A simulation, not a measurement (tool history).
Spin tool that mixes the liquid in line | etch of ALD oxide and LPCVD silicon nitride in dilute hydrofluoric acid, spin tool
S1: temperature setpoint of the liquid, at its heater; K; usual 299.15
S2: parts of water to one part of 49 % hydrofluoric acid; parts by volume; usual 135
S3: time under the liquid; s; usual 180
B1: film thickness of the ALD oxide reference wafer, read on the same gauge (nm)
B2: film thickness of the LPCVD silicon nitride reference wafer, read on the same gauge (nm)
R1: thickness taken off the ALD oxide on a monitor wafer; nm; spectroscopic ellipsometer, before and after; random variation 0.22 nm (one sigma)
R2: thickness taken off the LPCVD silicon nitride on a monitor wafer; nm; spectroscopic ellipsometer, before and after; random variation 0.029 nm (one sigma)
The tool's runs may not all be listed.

Run 1, day 0.000: usual settings but S2 165 parts by volume; B1 70.01; B2 130.003. Result: R1 18.99 nm, R2 0.657 nm.
Run 2, day 1.079: usual settings; B1 70.00; B2 129.985. Result: R1 24.11 nm, R2 0.762 nm.
Run 3, day 1.979: usual settings; B1 70.01; B2 130.003. Result: R1 24.40 nm, R2 0.742 nm.
Run 4, day 2.721: usual settings; B1 69.96; B2 129.995. Result: R1 23.98 nm, R2 0.773 nm.
Run 5, day 3.233: usual settings; B1 69.96; B2 130.009. Result: R1 24.10 nm, R2 0.828 nm.
Run 6, day 3.812: usual settings; B1 70.01; B2 130.010. Result: R1 23.81 nm, R2 0.818 nm.
Run 7, day 4.333: usual settings; B1 69.99; B2 130.019. Result: R1 24.13 nm, R2 0.748 nm.
Run 8, day 5.779: usual settings; B1 69.99; B2 130.009. Result: R1 24.07 nm, R2 0.845 nm.
At day 6.538: hydrofluoric acid flow meter replaced.
Run 9, day 6.558: usual settings but S3 220 s; B1 69.95; B2 129.998. Result: R1 29.61 nm, R2 1.001 nm.
Run 10, day 7.996: usual settings but S3 220 s; B1 70.02; B2 130.001. Result: R1 29.42 nm, R2 0.937 nm.
Run 11, day 8.517: usual settings; B1 69.94; B2 129.991. Result: R1 24.45 nm, R2 0.776 nm.
At day 9.021: thermometer replaced.
At day 9.071: gauge calibrated.
Run 12, day 9.100: usual settings but S1 295.65 K, S2 170 parts by volume, S3 275 s; B1 70.03; B2 129.980. Result: R1 26.48 nm, R2 0.789 nm.
Run 13, day 9.746: usual settings but S3 270 s; B1 70.00; B2 130.006. Result: R1 38.46 nm, R2 1.291 nm.
Run 14, day 10.471: usual settings but S1 303.15 K, S3 85 s; B1 70.03; B2 129.993. Result: R1 13.85 nm, R2 0.540 nm.
Run 15, day 11.104: usual settings but S1 301.15 K, S2 175 parts by volume, S3 125 s; B1 70.02; B2 130.018. Result: R1 13.87 nm, R2 0.513 nm.
At day 11.904: thermometer replaced, repeated, since the last time left the tool worse.
Run 16, day 12.500: usual settings but S1 295.15 K, S2 115 parts by volume, S3 210 s; B1 70.03; B2 129.979. Result: R1 27.11 nm, R2 0.774 nm.
Run 17, day 13.179: usual settings but S1 297.65 K, S2 160 parts by volume, S3 275 s; B1 70.00; B2 130.018. Result: R1 27.26 nm, R2 0.804 nm.
Run 18, day 14.342: usual settings; B1 69.99; B2 129.988. Result: R1 22.65 nm, R2 0.693 nm.
Run 19, day 15.579: usual settings but S1 303.15 K, S2 160 parts by volume, S3 140 s; B1 70.01; B2 130.015. Result: R1 16.82 nm, R2 0.569 nm.
Run 20, day 16.379: usual settings but S1 296.65 K, S2 180 parts by volume; B1 70.01; B2 129.981. Result: R1 14.82 nm, R2 0.416 nm.
Run 21, day 17.792: usual settings but S1 297.15 K, S2 110 parts by volume, S3 80 s; B1 70.04; B2 129.992. Result: R1 11.97 nm, R2 0.343 nm.

Measured less the same run without the tool's hidden state. The same run-to-run variation is in both; the gauge's scatter may not be:
The hidden state here: liquid hotter than its thermometer reads (K); hydrofluoric acid flow below the setpoint (%); gauge reads high (%).
run     R1      R2
  1  +1.01  +0.059
  2  +1.34  +0.070
  3  +1.38  +0.069
  4  +1.38  +0.073
  5  +1.41  +0.080
  6  +1.40  +0.080
  7  +1.44  +0.074
  8  +1.48  +0.086
  9  +1.85  +0.102
 10  +1.88  +0.099
 11  +1.58  +0.083
 12  +2.96  +0.144
 13  +4.30  +0.234
 14  +1.50  +0.096
 15  +1.49  +0.091
 16  +0.21  +0.010
 17  +0.22  +0.011
 18  +0.22  +0.011
 19  +0.17  +0.010
 20  +0.18  +0.009
 21  +0.17  +0.008
